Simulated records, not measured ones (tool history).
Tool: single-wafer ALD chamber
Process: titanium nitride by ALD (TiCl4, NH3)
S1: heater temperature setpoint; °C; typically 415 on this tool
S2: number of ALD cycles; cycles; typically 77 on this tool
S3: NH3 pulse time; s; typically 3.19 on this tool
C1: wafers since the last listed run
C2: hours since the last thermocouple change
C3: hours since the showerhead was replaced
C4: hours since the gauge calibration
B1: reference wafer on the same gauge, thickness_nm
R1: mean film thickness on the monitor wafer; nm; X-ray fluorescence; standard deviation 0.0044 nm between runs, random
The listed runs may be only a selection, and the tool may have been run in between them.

run     day   S1  S2    S3   C1      C2      C3      C4     B1     R1
  1   0.000  415  77  3.19    0   956.7  4823.1   929.2  1.578  1.730
  2   1.712  415  77  3.19  109   997.8  4864.2   970.3  1.574  1.735
  3   2.817  411  77  3.19   70  1024.3  4890.7   996.8  1.575  1.728
  4   5.379  411  77  3.19  164  1085.8  4952.2  1058.3  1.574  1.723
  5   7.312  411  77  3.19  124  1132.2  4998.6  1104.7  1.572  1.730
  6  10.183  415  77  2.80  184  1201.1  5067.5  1173.6  1.569  1.707
  7  11.604  415  77  2.80   91  1235.2  5101.6  1207.7  1.569  1.709
  8  13.742  415  77  2.80  137  1286.5  5152.9  1259.0  1.566  1.709
  9  16.408  415  77  3.19  171  1350.5  5216.9  1323.0  1.564  1.715
     16.588  -- gauge calibrated
     18.342  -- showerhead replaced
 10  19.133  415  77  3.19  153  1415.9    19.0    61.1  1.610  1.764
 11  20.621  415  77  3.19   95  1451.6    54.7    96.8  1.611  1.762
 12  22.054  415  71  3.19   92  1486.0    89.1   131.2  1.610  1.623
 13  23.058  428  91  3.19   64  1510.1   113.2   155.3  1.608  2.094
     25.654  -- thermocouple changed; heater temperature recalibrated
 14  25.675  415  83  2.54  146     0.5   176.0   218.1  1.606  1.886
 15  26.700  421  68  3.19   65    25.1   200.6   242.7  1.604  1.555
 16  29.442  415  77  3.19  176    90.9   266.4   308.5  1.604  1.750
 17  31.112  405  71  3.19  107   131.0   306.5   348.6  1.601  1.613
 18  33.883  420  89  3.19  177   197.5   373.0   415.1  1.600  2.040
 19  36.183  415  77  3.19  147   252.7   428.2   470.3  1.599  1.751
 20  38.575  410  83  4.00  153   310.1   485.6   527.7  1.594  1.884
 21  40.396  430  81  3.19  116   353.8   529.3   571.4  1.595  1.843
 22  42.021  415  77  3.19  104   392.8   568.3   610.4  1.593  1.747
 23  43.504  415  77  3.19   95   428.4   603.9   646.0  1.591  1.745
 24  45.742  426  77  2.85  143   482.1   657.6   699.7  1.591  1.736

Run by run, hidden condition taken away, random variation retained:
Hidden state at play: wafer temperature above the value expected at the setpoint (K); gauge reads high (%).
run     R1
  1  1.765
  2  1.772
  3  1.766
  4  1.763
  5  1.772
  6  1.751
  7  1.755
  8  1.757
  9  1.765
 10  1.762
 11  1.762
 12  1.624
 13  2.097
 14  1.891
 15  1.559
 16  1.757
 17  1.621
 18  2.054
 19  1.764
 20  1.900
 21  1.861
 22  1.766
 23  1.765
 24  1.758

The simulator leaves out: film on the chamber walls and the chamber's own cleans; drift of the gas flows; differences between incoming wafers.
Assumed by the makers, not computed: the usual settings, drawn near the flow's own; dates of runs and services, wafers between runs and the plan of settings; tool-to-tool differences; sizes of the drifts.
